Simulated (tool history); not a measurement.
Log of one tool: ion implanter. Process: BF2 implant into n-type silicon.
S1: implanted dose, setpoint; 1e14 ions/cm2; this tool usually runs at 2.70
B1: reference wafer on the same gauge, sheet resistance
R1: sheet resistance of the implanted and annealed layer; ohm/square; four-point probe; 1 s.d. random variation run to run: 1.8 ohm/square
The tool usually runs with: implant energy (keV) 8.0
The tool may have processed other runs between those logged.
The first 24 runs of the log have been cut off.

run 25 hour=1590.2 | S1=3.19 implant_energy_(keV)=6.5 | B1=416.55 | R1=431.61
run 26 hour=1634.0 | S1=2.25 implant_energy_(keV)=9.0 | B1=417.47 | R1=540.64
run 27 hour=1741.4 | S1=3.35 implant_energy_(keV)=6.0 | B1=417.91 | R1=425.37
run 28 hour=1815.8 | S1=2.40 implant_energy_(keV)=8.0 | B1=417.60 | R1=514.16
run 29 hour=1917.9 | S1=3.35 implant_energy_(keV)=8.0 | B1=416.78 | R1=398.93
run 30 hour=1964.7 | S1=2.70 implant_energy_(keV)=8.0 | B1=417.43 | R1=468.35
run 31 hour=2050.1 | S1=3.22 implant_energy_(keV)=6.0 | B1=416.89 | R1=437.81
run 32 hour=2118.4 | S1=2.70 implant_energy_(keV)=5.5 | B1=417.50 | R1=503.53
run 33 hour=2213.2 | S1=3.06 implant_energy_(keV)=10.5 | B1=416.94 | R1=411.90
run 34 hour=2254.6 | S1=2.70 implant_energy_(keV)=8.0 | B1=416.36 | R1=467.74
run 35 hour=2314.7 | S1=3.33 implant_energy_(keV)=9.5 | B1=417.05 | R1=386.95
run 36 hour=2381.1 | S1=2.70 implant_energy_(keV)=7.0 | B1=417.06 | R1=480.21
run 37 hour=2428.4 | S1=2.70 implant_energy_(keV)=8.0 | B1=417.49 | R1=471.50

4 options for the next run, each taken on its own from the tool as it stands now. Forecast them:
run A hour=2428.8 | S1=2.70 implant_energy_(keV)=8.0 | B1=? | R1=?
run B hour=2428.8 | S1=3.19 implant_energy_(keV)=7.0 | B1=? | R1=?
run C hour=2428.8 | S1=2.18 implant_energy_(keV)=10.5 | B1=? | R1=?
run D hour=2428.8 | S1=3.38 implant_energy_(keV)=9.5 | B1=? | R1=?

run=A B1=417.01 R1=467.21
run=B B1=417.01 R1=421.87
run=C B1=417.01 R1=539.08
run=D B1=417.01 R1=382.42
With no hidden state in the tool, these same runs would have given:
run=A R1=467.21
run=B R1=421.87
run=C R1=539.08
run=D R1=382.42

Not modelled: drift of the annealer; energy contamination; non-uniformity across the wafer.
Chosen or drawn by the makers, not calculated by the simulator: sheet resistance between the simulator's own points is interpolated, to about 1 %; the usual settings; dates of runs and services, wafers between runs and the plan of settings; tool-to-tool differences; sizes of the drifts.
